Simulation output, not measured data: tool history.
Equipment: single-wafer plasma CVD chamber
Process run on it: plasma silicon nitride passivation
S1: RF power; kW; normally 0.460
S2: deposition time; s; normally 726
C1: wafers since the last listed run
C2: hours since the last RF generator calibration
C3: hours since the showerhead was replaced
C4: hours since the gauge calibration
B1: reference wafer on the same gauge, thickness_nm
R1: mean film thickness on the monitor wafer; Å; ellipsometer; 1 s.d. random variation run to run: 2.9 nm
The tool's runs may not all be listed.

Run 1, hour 0.0: usual settings but S2 805 s; C1 0; C2 328.8; C3 3111.5; C4 232.0; B1 1145.604. Result: R1 10705.34 Å.
Run 2, hour 29.3: usual settings but S2 805 s; C1 54; C2 358.1; C3 3140.8; C4 261.3; B1 1144.662. Result: R1 10756.79 Å.
Run 3, hour 53.7: usual settings but S2 805 s; C1 45; C2 382.5; C3 3165.2; C4 285.7; B1 1144.646. Result: R1 10653.61 Å.
Run 4, hour 67.4: usual settings but S1 0.410 kW; C1 25; C2 396.2; C3 3178.9; C4 299.4; B1 1145.165. Result: R1 9356.34 Å.
Run 5, hour 79.7: usual settings; C1 23; C2 408.5; C3 3191.2; C4 311.7; B1 1145.307. Result: R1 9670.51 Å.
Run 6, hour 109.9: usual settings; C1 56; C2 438.7; C3 3221.4; C4 341.9; B1 1144.411. Result: R1 9592.24 Å.
Run 7, hour 128.5: usual settings; C1 34; C2 457.3; C3 3240.0; C4 360.5; B1 1145.043. Result: R1 9626.01 Å.
Run 8, hour 151.4: usual settings; C1 42; C2 480.2; C3 3262.9; C4 383.4; B1 1144.994. Result: R1 9602.46 Å.
Run 9, hour 243.0: usual settings but S2 815 s; C1 171; C2 571.8; C3 3354.5; C4 475.0; B1 1145.242. Result: R1 10770.91 Å.
Run 10, hour 271.5: usual settings but S2 815 s; C1 53; C2 600.3; C3 3383.0; C4 503.5; B1 1145.127. Result: R1 10748.95 Å.
Run 11, hour 303.7: usual settings but S2 610 s; C1 60; C2 632.5; C3 3415.2; C4 535.7; B1 1145.042. Result: R1 8048.59 Å.
Run 12, hour 361.1: usual settings but S1 0.510 kW, S2 610 s; C1 107; C2 689.9; C3 3472.6; C4 593.1; B1 1144.448. Result: R1 8251.67 Å.
Run 13, hour 381.6: usual settings but S1 0.510 kW, S2 610 s; C1 38; C2 710.4; C3 3493.1; C4 613.6; B1 1145.275. Result: R1 8274.12 Å.
Run 14, hour 396.6: usual settings; C1 28; C2 725.4; C3 3508.1; C4 628.6; B1 1144.982. Result: R1 9576.24 Å.
At hour 429.9: showerhead replaced, of another model than before.
Run 15, hour 430.4: usual settings; C1 48; C2 759.2; C3 0.5; C4 662.4; B1 1145.653. Result: R1 9365.66 Å.
Run 16, hour 440.4: usual settings; C1 18; C2 769.2; C3 10.5; C4 672.4; B1 1145.806. Result: R1 9373.79 Å.
Run 17, hour 474.8: usual settings; C1 64; C2 803.6; C3 44.9; C4 706.8; B1 1144.463. Result: R1 9372.25 Å.
Run 18, hour 507.7: usual settings; C1 61; C2 836.5; C3 77.8; C4 739.7; B1 1145.340. Result: R1 9349.03 Å.
Run 19, hour 523.8: usual settings but S1 0.430 kW; C1 30; C2 852.6; C3 93.9; C4 755.8; B1 1145.067. Result: R1 9077.14 Å.
Run 20, hour 546.4: usual settings but S1 0.430 kW; C1 42; C2 875.2; C3 116.5; C4 778.4; B1 1145.838. Result: R1 9023.27 Å.
Run 21, hour 559.5: usual settings; C1 24; C2 888.3; C3 129.6; C4 791.5; B1 1144.752. Result: R1 9361.45 Å.
Run 22, hour 584.0: usual settings but S2 773 s; C1 45; C2 912.8; C3 154.1; C4 816.0; B1 1144.966. Result: R1 9901.24 Å.
At hour 598.6: RF generator calibrated.
Run 23, hour 674.0: usual settings; C1 153; C2 75.4; C3 244.1; C4 906.0; B1 1145.189. Result: R1 9672.57 Å.
Run 24, hour 692.4: usual settings; C1 34; C2 93.8; C3 262.5; C4 924.4; B1 1145.213. Result: R1 9714.40 Å.
Run 25, hour 720.0: usual settings but S1 0.415 kW, S2 775 s; C1 51; C2 121.4; C3 290.1; C4 952.0; B1 1145.378. Result: R1 9901.84 Å.
Run 26, hour 763.5: usual settings; C1 81; C2 164.9; C3 333.6; C4 995.5; B1 1144.209. Result: R1 9668.99 Å.
Run 27, hour 788.3: usual settings but S1 0.490 kW, S2 602 s; C1 46; C2 189.7; C3 358.4; C4 1020.3; B1 1144.864. Result: R1 8213.69 Å.
At hour 790.2: gauge calibrated.
Run 28, hour 821.8: usual settings but S1 0.500 kW, S2 789 s; C1 62; C2 223.2; C3 391.9; C4 31.6; B1 1145.668. Result: R1 10880.04 Å.
Run 29, hour 850.0: usual settings but S1 0.510 kW, S2 763 s; C1 52; C2 251.4; C3 420.1; C4 59.8; B1 1144.131. Result: R1 10569.23 Å.
Run 30, hour 884.2: usual settings but S1 0.505 kW, S2 774 s; C1 64; C2 285.6; C3 454.3; C4 94.0; B1 1145.279. Result: R1 10675.97 Å.
Run 31, hour 915.5: usual settings but S1 0.420 kW, S2 668 s; C1 58; C2 316.9; C3 485.6; C4 125.3; B1 1146.265. Result: R1 8504.47 Å.
Run 32, hour 938.5: usual settings but S1 0.495 kW, S2 784 s; C1 43; C2 339.9; C3 508.6; C4 148.3; B1 1145.157. Result: R1 10698.66 Å.
Run 33, hour 971.8: usual settings but S1 0.525 kW, S2 591 s; C1 62; C2 373.2; C3 541.9; C4 181.6; B1 1144.344. Result: R1 8254.52 Å.
Run 34, hour 993.7: usual settings; C1 41; C2 395.1; C3 563.8; C4 203.5; B1 1143.752. Result: R1 9524.11 Å.
Run 35, hour 1011.2: usual settings; C1 32; C2 412.6; C3 581.3; C4 221.0; B1 1144.867. Result: R1 9547.19 Å.
Run 36, hour 1040.2: usual settings; C1 54; C2 441.6; C3 610.3; C4 250.0; B1 1144.655. Result: R1 9537.22 Å.
Run 37, hour 1053.8: usual settings but S1 0.395 kW, S2 622 s; C1 25; C2 455.2; C3 623.9; C4 263.6; B1 1145.062. Result: R1 7596.15 Å.
Run 38, hour 1074.1: usual settings but S1 0.370 kW, S2 629 s; C1 38; C2 475.5; C3 644.2; C4 283.9; B1 1144.339. Result: R1 7433.22 Å.
Run 39, hour 1101.8: usual settings but S1 0.550 kW; C1 51; C2 503.2; C3 671.9; C4 311.6; B1 1145.206. Result: R1 10284.03 Å.
Run 40, hour 1122.3: usual settings but S1 0.395 kW, S2 622 s; C1 38; C2 523.7; C3 692.4; C4 332.1; B1 1144.552. Result: R1 7584.56 Å.
Run 41, hour 1149.8: usual settings but S1 0.390 kW, S2 797 s; C1 51; C2 551.2; C3 719.9; C4 359.6; B1 1143.978. Result: R1 9637.08 Å.
Run 42, hour 1181.7: usual settings but S1 0.410 kW, S2 856 s; C1 59; C2 583.1; C3 751.8; C4 391.5; B1 1145.214. Result: R1 10532.27 Å.
Run 43, hour 1197.1: usual settings; C1 28; C2 598.5; C3 767.2; C4 406.9; B1 1145.123. Result: R1 9474.10 Å.
Run 44, hour 1233.1: usual settings but S1 0.385 kW, S2 792 s; C1 67; C2 634.5; C3 803.2; C4 442.9; B1 1145.382. Result: R1 9490.27 Å.

Here are 4 independent what-if runs from the current tool condition. What would each one return?
Run A, hour 1233.7: usual settings but S1 0.505 kW; C1 1; C2 635.1; C3 803.8; C4 443.5; B1 ?. Result: R1 ?.
Run B, hour 1233.7: usual settings but S1 0.390 kW, S2 852 s; C1 1; C2 635.1; C3 803.8; C4 443.5; B1 ?. Result: R1 ?.
Run C, hour 1233.7: usual settings but S1 0.385 kW, S2 589 s; C1 1; C2 635.1; C3 803.8; C4 443.5; B1 ?. Result: R1 ?.
Run D, hour 1233.7: usual settings but S1 0.515 kW, S2 639 s; C1 1; C2 635.1; C3 803.8; C4 443.5; B1 ?. Result: R1 ?.

run        B1        R1
  A  1144.484   9848.41
  B  1144.484  10261.98
  C  1144.484   7048.91
  D  1144.484   8741.50
What these runs would have given with no unlogged condition in the tool:
run        R1
  A  10152.40
  B  10578.74
  C   7266.49
  D   9011.32
